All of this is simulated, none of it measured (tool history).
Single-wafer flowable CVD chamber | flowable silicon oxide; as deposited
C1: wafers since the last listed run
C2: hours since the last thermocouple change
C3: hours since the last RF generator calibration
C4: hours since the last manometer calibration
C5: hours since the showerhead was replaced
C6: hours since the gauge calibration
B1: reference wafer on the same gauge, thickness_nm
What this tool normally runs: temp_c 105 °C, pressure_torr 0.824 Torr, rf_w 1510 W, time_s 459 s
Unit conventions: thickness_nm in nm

run 1 hour=0.0 | temp_c=105 pressure_torr=0.769 rf_w=1510 time_s=459 | C1=0 C2=560.5 C3=107.9 C4=1255.9 C5=7953.0 C6=719.3 | B1=216.939 | thickness_nm=208.054
run 2 hour=74.5 | temp_c=105 pressure_torr=0.824 rf_w=1510 time_s=459 | C1=431 C2=635.0 C3=182.4 C4=1330.4 C5=8027.5 C6=793.8 | B1=217.108 | thickness_nm=220.207
run 3 hour=160.0 | temp_c=105 pressure_torr=0.824 rf_w=1510 time_s=459 | C1=495 C2=720.5 C3=267.9 C4=1415.9 C5=8113.0 C6=879.3 | B1=217.034 | thickness_nm=220.759
run 4 hour=408.7 | temp_c=105 pressure_torr=0.824 rf_w=1510 time_s=459 | C1=1441 C2=969.2 C3=516.6 C4=1664.6 C5=8361.7 C6=1128.0 | B1=216.975 | thickness_nm=221.066
run 5 hour=501.2 | temp_c=105 pressure_torr=0.824 rf_w=1510 time_s=482 | C1=536 C2=1061.7 C3=609.1 C4=1757.1 C5=8454.2 C6=1220.5 | B1=217.075 | thickness_nm=232.574
run 6 hour=538.3 | temp_c=105 pressure_torr=0.824 rf_w=1510 time_s=482 | C1=215 C2=1098.8 C3=646.2 C4=1794.2 C5=8491.3 C6=1257.6 | B1=217.226 | thickness_nm=233.002
run 7 hour=590.9 | temp_c=105 pressure_torr=0.824 rf_w=1510 time_s=482 | C1=304 C2=1151.4 C3=698.8 C4=1846.8 C5=8543.9 C6=1310.2 | B1=216.903 | thickness_nm=233.464
-- hour=679.1 showerhead replaced
run 8 hour=724.0 | temp_c=105 pressure_torr=0.824 rf_w=1510 time_s=459 | C1=725 C2=1284.5 C3=831.9 C4=1979.9 C5=44.9 C6=1443.3 | B1=216.709 | thickness_nm=222.343
run 9 hour=767.7 | temp_c=105 pressure_torr=0.824 rf_w=1510 time_s=459 | C1=253 C2=1328.2 C3=875.6 C4=2023.6 C5=88.6 C6=1487.0 | B1=217.039 | thickness_nm=223.106
run 10 hour=864.9 | temp_c=105 pressure_torr=0.824 rf_w=1510 time_s=431 | C1=563 C2=1425.4 C3=972.8 C4=2120.8 C5=185.8 C6=1584.2 | B1=216.979 | thickness_nm=208.889
-- hour=892.5 RF generator calibrated
run 11 hour=911.9 | temp_c=105 pressure_torr=0.824 rf_w=1510 time_s=431 | C1=226 C2=1472.4 C3=19.4 C4=2167.8 C5=232.8 C6=1631.2 | B1=216.988 | thickness_nm=208.407
-- hour=969.3 capacitance manometer re-zeroed and calibrated
run 12 hour=1088.9 | temp_c=105 pressure_torr=0.824 rf_w=1510 time_s=431 | C1=979 C2=1649.4 C3=196.4 C4=119.6 C5=409.8 C6=1808.2 | B1=216.999 | thickness_nm=213.758
run 13 hour=1160.6 | temp_c=113 pressure_torr=0.984 rf_w=1805 time_s=485 | C1=415 C2=1721.1 C3=268.1 C4=191.3 C5=481.5 C6=1879.9 | B1=217.085 | thickness_nm=231.879
run 14 hour=1203.9 | temp_c=105 pressure_torr=0.824 rf_w=1595 time_s=459 | C1=250 C2=1764.4 C3=311.4 C4=234.6 C5=524.8 C6=1923.2 | B1=216.993 | thickness_nm=230.259
-- hour=1277.6 capacitance manometer re-zeroed and calibrated, repeated, since the last time left the tool worse
run 15 hour=1304.0 | temp_c=105 pressure_torr=0.824 rf_w=1510 time_s=459 | C1=533 C2=1864.5 C3=411.5 C4=26.4 C5=624.9 C6=2023.3 | B1=217.158 | thickness_nm=217.430
run 16 hour=1411.5 | temp_c=115 pressure_torr=0.685 rf_w=1655 time_s=459 | C1=623 C2=1972.0 C3=519.0 C4=133.9 C5=732.4 C6=2130.8 | B1=217.098 | thickness_nm=145.508
-- hour=1459.9 thermocouple changed; heater temperature recalibrated
run 17 hour=1481.9 | temp_c=105 pressure_torr=0.679 rf_w=1230 time_s=459 | C1=361 C2=22.0 C3=589.4 C4=204.3 C5=802.8 C6=2201.2 | B1=217.297 | thickness_nm=175.607
run 18 hour=1554.8 | temp_c=105 pressure_torr=0.824 rf_w=1510 time_s=459 | C1=422 C2=94.9 C3=662.3 C4=277.2 C5=875.7 C6=2274.1 | B1=216.979 | thickness_nm=218.786
-- hour=1557.6 gauge calibrated
run 19 hour=1602.6 | temp_c=105 pressure_torr=0.824 rf_w=1510 time_s=459 | C1=277 C2=142.7 C3=710.1 C4=325.0 C5=923.5 C6=45.0 | B1=217.070 | thickness_nm=218.120
run 20 hour=1657.9 | temp_c=105 pressure_torr=0.824 rf_w=1510 time_s=459 | C1=320 C2=198.0 C3=765.4 C4=380.3 C5=978.8 C6=100.3 | B1=216.902 | thickness_nm=219.678
-- hour=1870.9 RF generator calibrated
run 21 hour=1873.0 | temp_c=105 pressure_torr=0.824 rf_w=1225 time_s=459 | C1=1200 C2=413.1 C3=2.1 C4=595.4 C5=1193.9 C6=315.4 | B1=216.871 | thickness_nm=205.003
run 22 hour=1950.9 | temp_c=99 pressure_torr=0.824 rf_w=1325 time_s=377 | C1=451 C2=491.0 C3=80.0 C4=673.3 C5=1271.8 C6=393.3 | B1=216.879 | thickness_nm=206.842
run 23 hour=2008.0 | temp_c=105 pressure_torr=0.724 rf_w=1725 time_s=459 | C1=330 C2=548.1 C3=137.1 C4=730.4 C5=1328.9 C6=450.4 | B1=216.763 | thickness_nm=204.996
run 24 hour=2094.2 | temp_c=105 pressure_torr=0.824 rf_w=1510 time_s=459 | C1=499 C2=634.3 C3=223.3 C4=816.6 C5=1415.1 C6=536.6 | B1=216.871 | thickness_nm=219.863
run 25 hour=2134.1 | temp_c=101 pressure_torr=0.714 rf_w=1425 time_s=459 | C1=231 C2=674.2 C3=263.2 C4=856.5 C5=1455.0 C6=576.5 | B1=216.983 | thickness_nm=216.936
run 26 hour=2188.8 | temp_c=105 pressure_torr=0.824 rf_w=1510 time_s=459 | C1=317 C2=728.9 C3=317.9 C4=911.2 C5=1509.7 C6=631.2 | B1=217.089 | thickness_nm=219.836
run 27 hour=2229.3 | temp_c=105 pressure_torr=0.897 rf_w=1510 time_s=459 | C1=234 C2=769.4 C3=358.4 C4=951.7 C5=1550.2 C6=671.7 | B1=217.113 | thickness_nm=235.926

Forecast each of these 5 alternatives for the next run:
run A hour=2229.8 | temp_c=105 pressure_torr=0.824 rf_w=1300 time_s=459 | C1=2 C2=769.9 C3=358.9 C4=952.2 C5=1550.7 C6=672.2 | B1=? | thickness_nm=?
run B hour=2229.8 | temp_c=117 pressure_torr=0.824 rf_w=1280 time_s=537 | C1=2 C2=769.9 C3=358.9 C4=952.2 C5=1550.7 C6=672.2 | B1=? | thickness_nm=?
run C hour=2229.8 | temp_c=118 pressure_torr=0.824 rf_w=1420 time_s=432 | C1=2 C2=769.9 C3=358.9 C4=952.2 C5=1550.7 C6=672.2 | B1=? | thickness_nm=?
run D hour=2229.8 | temp_c=110 pressure_torr=0.824 rf_w=1510 time_s=459 | C1=2 C2=769.9 C3=358.9 C4=952.2 C5=1550.7 C6=672.2 | B1=? | thickness_nm=?
run E hour=2229.8 | temp_c=94 pressure_torr=0.824 rf_w=1510 time_s=459 | C1=2 C2=769.9 C3=358.9 C4=952.2 C5=1550.7 C6=672.2 | B1=? | thickness_nm=?

run=A B1=216.959 thickness_nm=209.970
run=B B1=216.959 thickness_nm=174.366
run=C B1=216.959 thickness_nm=141.168
run=D B1=216.959 thickness_nm=190.638
run=E B1=216.959 thickness_nm=303.996
Had the tool no hidden state, the same runs would have come out as:
run=A thickness_nm=208.416
run=B thickness_nm=173.076
run=C thickness_nm=140.124
run=D thickness_nm=189.227
run=E thickness_nm=301.746

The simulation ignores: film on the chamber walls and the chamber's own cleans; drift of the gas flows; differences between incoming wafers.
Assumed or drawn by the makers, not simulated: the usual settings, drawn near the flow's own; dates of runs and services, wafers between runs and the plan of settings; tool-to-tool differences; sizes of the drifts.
